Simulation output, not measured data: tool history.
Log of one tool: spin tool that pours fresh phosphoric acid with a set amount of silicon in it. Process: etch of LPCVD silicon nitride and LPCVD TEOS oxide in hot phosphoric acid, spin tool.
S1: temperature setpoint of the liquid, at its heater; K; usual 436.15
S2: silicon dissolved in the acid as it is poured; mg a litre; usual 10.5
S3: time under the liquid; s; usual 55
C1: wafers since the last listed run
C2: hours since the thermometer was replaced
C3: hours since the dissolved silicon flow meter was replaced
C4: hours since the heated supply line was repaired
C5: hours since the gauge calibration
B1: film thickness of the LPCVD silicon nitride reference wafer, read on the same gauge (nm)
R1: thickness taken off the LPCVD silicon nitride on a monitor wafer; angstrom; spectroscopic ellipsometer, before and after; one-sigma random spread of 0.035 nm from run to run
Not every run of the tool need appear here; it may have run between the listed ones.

run	hour	S1	S2	S3	C1	C2	C3	C4	C5	B1	R1
1	0	436.15	10.5	55	0	1017.6	195.6	2377.2	96.2	40.01	52.8
2	76.4	436.15	10.5	55	978	1094	272	2453.6	172.6	40.01	52.5
3	202.6	436.15	10.5	55	1616	1220.2	398.2	2579.8	298.8	40	52.3
# hour 226.4: thermometer replaced
# hour 250.3: heated supply line repaired
4	467.3	436.15	10.5	55	3364	240.9	662.9	217	563.5	40	55.1
5	518.6	438.15	10.5	55	657	292.2	714.2	268.3	614.8	40.03	59.3
6	610.6	436.15	10.5	55	1178	384.2	806.2	360.3	706.8	40	55.1
7	696.9	437.65	4	55	1105	470.5	892.5	446.6	793.1	39.98	57.8
8	787.9	436.15	10.5	90	1165	561.5	983.5	537.6	884.1	40.01	90.4
9	867.6	438.15	8	40	1020	641.2	1063.2	617.3	963.8	40	43.2
10	952.4	437.65	2	55	1086	726	1148	702.1	1048.6	39.99	58
11	1033.1	436.15	10.5	55	1033	806.7	1228.7	782.8	1129.3	39.98	55.1
# hour 1123.6: dissolved silicon flow meter replaced
12	1134.6	438.15	3.5	55	1287	908.2	11	884.3	1230.8	40.02	58.1
13	1238.8	436.15	10.5	70	1334	1012.4	115.2	988.5	1335	39.99	69.6
14	1286.9	434.15	10.5	55	616	1060.5	163.3	1036.6	1383.1	40	50.7
15	1365.5	436.15	10.5	55	1006	1139.1	241.9	1115.2	1461.7	40.01	54.2
16	1455.9	436.15	17.5	55	1157	1229.5	332.3	1205.6	1552.1	39.98	53.9
# hour 1557.5: thermometer replaced
17	1559.8	436.15	18	55	1318	2.3	436.2	1309.5	1656	40	54.2
18	1637.2	436.15	10.5	55	991	79.7	513.6	1386.9	1733.4	40.01	53.7
19	1684.8	436.15	10.5	55	609	127.3	561.2	1434.5	1781	40.01	54
20	1768.9	434.15	10.5	30	1077	211.4	645.3	1518.6	1865.1	39.99	27.6
21	1848.2	436.15	10.5	55	1015	290.7	724.6	1597.9	1944.4	40	54.4
22	1952.9	436.15	7	55	1341	395.4	829.3	1702.6	2049.1	40.02	53.5

The tool's hidden state at each run:
liquid colder than its thermometer reads (K): 0 across all the runs
dissolved silicon flow below the setpoint (%): 0 across all the runs
gauge reads high (%): 0 across all the runs
H1: temperature lost on the way to the wafer (K)
run	H1
1	1.55
2	1.59
3	1.66
4	0.14
5	0.168
6	0.219
7	0.267
8	0.317
9	0.361
10	0.407
11	0.452
12	0.508
13	0.565
14	0.592
15	0.635
16	0.685
17	0.742
18	0.785
19	0.811
20	0.857
21	0.901
22	0.959
